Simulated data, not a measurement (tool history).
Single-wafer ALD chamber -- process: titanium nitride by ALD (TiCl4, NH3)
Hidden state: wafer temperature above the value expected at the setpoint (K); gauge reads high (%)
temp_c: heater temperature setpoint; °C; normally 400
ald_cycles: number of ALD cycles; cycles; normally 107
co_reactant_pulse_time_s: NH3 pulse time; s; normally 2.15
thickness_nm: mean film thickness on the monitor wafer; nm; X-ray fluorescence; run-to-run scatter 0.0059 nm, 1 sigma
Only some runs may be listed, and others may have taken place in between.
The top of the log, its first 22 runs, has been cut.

run	hour	temp_c	ald_cycles	co_reactant_pulse_time_s	wafers since the last listed run	hours since the last thermocouple change	hours since the showerhead was replaced	hours since the gauge calibration	read-back reference wafer on the same gauge, thickness_nm	thickness_nm
23	1819.9	406	122	2.48	166	834.8	6665.6	1264.1	2.203	2.665
24	1920.5	400	94	2.78	218	935.4	6766.2	1364.7	2.2	2.052
25	2070.6	400	107	2.15	326	1085.5	6916.3	1514.8	2.198	2.312
26	2379.3	400	89	2.94	670	1394.2	7225	1823.5	2.192	1.93
27	2474.6	400	107	2.15	207	1489.5	7320.3	1918.8	2.186	2.303
28	2522.6	400	107	2.15	104	1537.5	7368.3	1966.8	2.186	2.313
# hour 2603.4: thermocouple changed; heater temperature recalibrated
# hour 2710.1: showerhead replaced
29	2710.9	400	107	2.15	374	107.5	0.8	2155.1	2.18	2.299
30	2802.6	400	90	2.15	199	199.2	92.5	2246.8	2.179	1.925
# hour 3055.2: gauge calibrated
31	3122.6	400	125	2.79	695	519.2	412.5	67.4	2.23	2.768
32	3223.2	387	122	2.51	218	619.8	513.1	168	2.23	2.666
33	3439.6	400	107	2.15	470	836.2	729.5	384.4	2.221	2.345
34	3525.3	400	107	1.87	186	921.9	815.2	470.1	2.22	2.318
35	3579.4	400	100	1.85	117	976	869.3	524.2	2.217	2.167
36	3846.6	389	98	2.15	580	1243.2	1136.5	791.4	2.212	2.106

Below are 3 alternative next runs, each starting from the tool's condition after run 36. Predict each:
A	3847.2	400	107	2.15	1	1243.8	1137.1	792	?	?
B	3847.2	413	99	2.64	1	1243.8	1137.1	792	?	?
C	3847.2	400	107	1.48	1	1243.8	1137.1	792	?	?

run	read-back reference wafer on the same gauge, thickness_nm	thickness_nm
A	2.211	2.321
B	2.211	2.169
C	2.211	2.284
Stripped of hidden state, with their random variation kept, the same runs would have yielded:
run	thickness_nm
A	2.34
B	2.187
C	2.303

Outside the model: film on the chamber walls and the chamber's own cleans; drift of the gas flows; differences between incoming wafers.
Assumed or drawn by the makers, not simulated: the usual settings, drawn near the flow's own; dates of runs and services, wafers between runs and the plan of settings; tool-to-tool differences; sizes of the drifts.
